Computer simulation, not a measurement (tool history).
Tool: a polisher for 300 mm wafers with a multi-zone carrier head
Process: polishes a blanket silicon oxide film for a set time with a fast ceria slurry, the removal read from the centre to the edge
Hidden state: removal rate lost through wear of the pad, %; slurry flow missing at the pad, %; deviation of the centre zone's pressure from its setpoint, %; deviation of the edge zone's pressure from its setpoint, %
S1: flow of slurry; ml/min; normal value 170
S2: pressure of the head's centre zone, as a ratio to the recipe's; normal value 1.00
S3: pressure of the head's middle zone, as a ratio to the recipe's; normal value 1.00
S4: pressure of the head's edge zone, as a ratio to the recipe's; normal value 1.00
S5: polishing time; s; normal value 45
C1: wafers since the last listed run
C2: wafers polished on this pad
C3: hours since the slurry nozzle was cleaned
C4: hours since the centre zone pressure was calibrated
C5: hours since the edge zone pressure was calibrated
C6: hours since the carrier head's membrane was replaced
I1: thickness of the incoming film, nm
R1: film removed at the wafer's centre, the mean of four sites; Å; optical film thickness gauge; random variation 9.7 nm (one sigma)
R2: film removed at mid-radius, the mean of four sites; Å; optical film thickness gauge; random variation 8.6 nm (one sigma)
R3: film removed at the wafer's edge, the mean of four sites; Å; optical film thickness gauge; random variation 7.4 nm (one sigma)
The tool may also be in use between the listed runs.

{"run": 1, "hour": 0.0, "S1": 170, "S2": 1.0, "S3": 1.0, "S4": 1.0, "S5": 45, "C1": 0, "C2": 6804, "C3": 335.4, "C4": 114.3, "C5": 230.6, "C6": 509.7, "I1": 2001.3, "R1": 6468, "R2": 6461, "R3": 6286}
{"run": 2, "hour": 84.4, "S1": 170, "S2": 1.0, "S3": 1.0, "S4": 1.0, "S5": 45, "C1": 1189, "C2": 7994, "C3": 419.8, "C4": 198.7, "C5": 315.0, "C6": 594.1, "I1": 2023.4, "R1": 6355, "R2": 6384, "R3": 6338}
{"hour": 147.7, "done": "worn pad replaced by a new one"}
{"run": 3, "hour": 151.2, "S1": 215, "S2": 1.0, "S3": 1.0, "S4": 1.04, "S5": 45, "C1": 885, "C2": 49, "C3": 486.6, "C4": 265.5, "C5": 381.8, "C6": 660.9, "I1": 2029.1, "R1": 6727, "R2": 6653, "R3": 6693}
{"run": 4, "hour": 203.5, "S1": 125, "S2": 1.0, "S3": 1.0, "S4": 1.0, "S5": 45, "C1": 737, "C2": 786, "C3": 538.9, "C4": 317.8, "C5": 434.1, "C6": 713.2, "I1": 2004.6, "R1": 5453, "R2": 5743, "R3": 5816}
{"run": 5, "hour": 293.1, "S1": 170, "S2": 1.0, "S3": 1.0, "S4": 1.0, "S5": 45, "C1": 1263, "C2": 2049, "C3": 628.5, "C4": 407.4, "C5": 523.7, "C6": 802.8, "I1": 2021.4, "R1": 6023, "R2": 6118, "R3": 6099}
{"hour": 322.8, "done": "edge zone pressure recalibrated"}
{"hour": 333.6, "done": "slurry nozzle cleaned"}
{"run": 6, "hour": 368.2, "S1": 115, "S2": 1.0, "S3": 0.91, "S4": 1.0, "S5": 45, "C1": 1016, "C2": 3066, "C3": 34.6, "C4": 482.5, "C5": 45.4, "C6": 877.9, "I1": 2024.3, "R1": 5969, "R2": 5619, "R3": 6014}
{"run": 7, "hour": 454.8, "S1": 170, "S2": 1.0, "S3": 1.0, "S4": 1.0, "S5": 45, "C1": 1220, "C2": 4287, "C3": 121.2, "C4": 569.1, "C5": 132.0, "C6": 964.5, "I1": 2015.1, "R1": 6452, "R2": 6457, "R3": 6530}
{"hour": 476.5, "done": "centre zone pressure recalibrated"}
{"run": 8, "hour": 664.5, "S1": 170, "S2": 1.08, "S3": 0.93, "S4": 0.9, "S5": 45, "C1": 2928, "C2": 7215, "C3": 330.9, "C4": 188.0, "C5": 341.7, "C6": 1174.2, "I1": 2021.5, "R1": 6972, "R2": 6117, "R3": 6112}
{"run": 9, "hour": 712.5, "S1": 215, "S2": 1.0, "S3": 1.0, "S4": 1.0, "S5": 45, "C1": 676, "C2": 7891, "C3": 378.9, "C4": 236.0, "C5": 389.7, "C6": 1222.2, "I1": 2036.1, "R1": 6618, "R2": 6741, "R3": 6548}
{"hour": 730.0, "done": "worn pad replaced by a new one"}
{"run": 10, "hour": 795.0, "S1": 170, "S2": 1.0, "S3": 1.0, "S4": 1.0, "S5": 34, "C1": 1106, "C2": 916, "C3": 461.4, "C4": 318.5, "C5": 472.2, "C6": 1304.7, "I1": 2056.4, "R1": 4630, "R2": 4825, "R3": 4659}
{"run": 11, "hour": 850.8, "S1": 170, "S2": 1.0, "S3": 1.0, "S4": 1.0, "S5": 45, "C1": 786, "C2": 1703, "C3": 517.2, "C4": 374.3, "C5": 528.0, "C6": 1360.5, "I1": 1994.7, "R1": 6120, "R2": 6161, "R3": 6144}
{"hour": 883.3, "done": "carrier head's membrane replaced by a new one"}
{"hour": 925.8, "done": "edge zone pressure recalibrated"}
{"run": 12, "hour": 937.8, "S1": 170, "S2": 1.11, "S3": 1.1, "S4": 0.92, "S5": 32, "C1": 1127, "C2": 2831, "C3": 604.2, "C4": 461.3, "C5": 12.0, "C6": 54.5, "I1": 2029.4, "R1": 4714, "R2": 4728, "R3": 4233}
{"hour": 956.2, "done": "slurry nozzle cleaned"}
{"run": 13, "hour": 1040.6, "S1": 145, "S2": 1.11, "S3": 1.0, "S4": 1.0, "S5": 59, "C1": 1435, "C2": 4266, "C3": 84.4, "C4": 564.1, "C5": 114.8, "C6": 157.3, "I1": 2057.6, "R1": 9097, "R2": 8093, "R3": 8116}
{"hour": 1045.7, "done": "centre zone pressure recalibrated"}
{"run": 14, "hour": 1106.1, "S1": 140, "S2": 0.96, "S3": 1.0, "S4": 1.0, "S5": 39, "C1": 895, "C2": 5161, "C3": 149.9, "C4": 60.4, "C5": 180.3, "C6": 222.8, "I1": 2028.2, "R1": 5028, "R2": 5592, "R3": 5247}
{"run": 15, "hour": 1163.8, "S1": 140, "S2": 0.96, "S3": 1.0, "S4": 1.0, "S5": 39, "C1": 813, "C2": 5974, "C3": 207.6, "C4": 118.1, "C5": 238.0, "C6": 280.5, "I1": 2044.5, "R1": 4954, "R2": 5412, "R3": 5434}
{"run": 16, "hour": 1212.9, "S1": 195, "S2": 1.0, "S3": 0.93, "S4": 1.0, "S5": 45, "C1": 692, "C2": 6667, "C3": 256.7, "C4": 167.2, "C5": 287.1, "C6": 329.6, "I1": 2048.2, "R1": 6526, "R2": 6224, "R3": 6452}
{"hour": 1255.6, "done": "worn pad replaced by a new one"}
{"run": 17, "hour": 1263.3, "S1": 125, "S2": 1.11, "S3": 1.0, "S4": 0.91, "S5": 45, "C1": 654, "C2": 108, "C3": 307.1, "C4": 217.6, "C5": 337.5, "C6": 380.0, "I1": 2022.6, "R1": 6491, "R2": 5993, "R3": 5666}
{"run": 18, "hour": 1369.9, "S1": 110, "S2": 1.0, "S3": 0.92, "S4": 1.0, "S5": 45, "C1": 1502, "C2": 1611, "C3": 413.7, "C4": 324.2, "C5": 444.1, "C6": 486.6, "I1": 2010.1, "R1": 5513, "R2": 5236, "R3": 5712}
{"hour": 1500.9, "done": "edge zone pressure recalibrated"}
{"run": 19, "hour": 1501.4, "S1": 135, "S2": 1.1, "S3": 1.12, "S4": 1.0, "S5": 45, "C1": 1825, "C2": 3436, "C3": 545.2, "C4": 455.7, "C5": 0.5, "C6": 618.1, "I1": 2002.9, "R1": 6030, "R2": 6326, "R3": 5930}
{"hour": 1570.3, "done": "centre zone pressure recalibrated"}
{"run": 20, "hour": 1580.7, "S1": 170, "S2": 1.0, "S3": 1.0, "S4": 1.0, "S5": 45, "C1": 1089, "C2": 4526, "C3": 624.5, "C4": 10.4, "C5": 79.8, "C6": 697.4, "I1": 2033.0, "R1": 5813, "R2": 6133, "R3": 5964}
{"hour": 1587.1, "done": "slurry nozzle cleaned"}
{"run": 21, "hour": 1619.0, "S1": 130, "S2": 1.05, "S3": 1.0, "S4": 1.0, "S5": 45, "C1": 525, "C2": 5052, "C3": 31.9, "C4": 48.7, "C5": 118.1, "C6": 735.7, "I1": 2073.3, "R1": 6446, "R2": 6281, "R3": 6209}

The same runs without the tool's hidden state, with the same run-to-run variation:
run=1 R1=6611 R2=6586 R3=6375
run=2 R1=6579 R2=6582 R3=6480
run=3 R1=6985 R2=6879 R3=6861
run=4 R1=5953 R2=6196 R3=6124
run=5 R1=6617 R2=6646 R3=6469
run=6 R1=6038 R2=5675 R3=6056
run=7 R1=6515 R2=6513 R3=6571
run=8 R1=7165 R2=6266 R3=6219
run=9 R1=6797 R2=6903 R3=6665
run=10 R1=4868 R2=5044 R3=4810
run=11 R1=6527 R2=6521 R3=6400
run=12 R1=5181 R2=5137 R3=4491
run=13 R1=9299 R2=8250 R3=8228
run=14 R1=5162 R2=5723 R3=5334
run=15 R1=5112 R2=5563 R3=5540
run=16 R1=6696 R2=6368 R3=6561
run=17 R1=6828 R2=6263 R3=5840
run=18 R1=6021 R2=5648 R3=6006
run=19 R1=6780 R2=7003 R3=6357
run=20 R1=6592 R2=6847 R3=6445
run=21 R1=6448 R2=6283 R3=6210
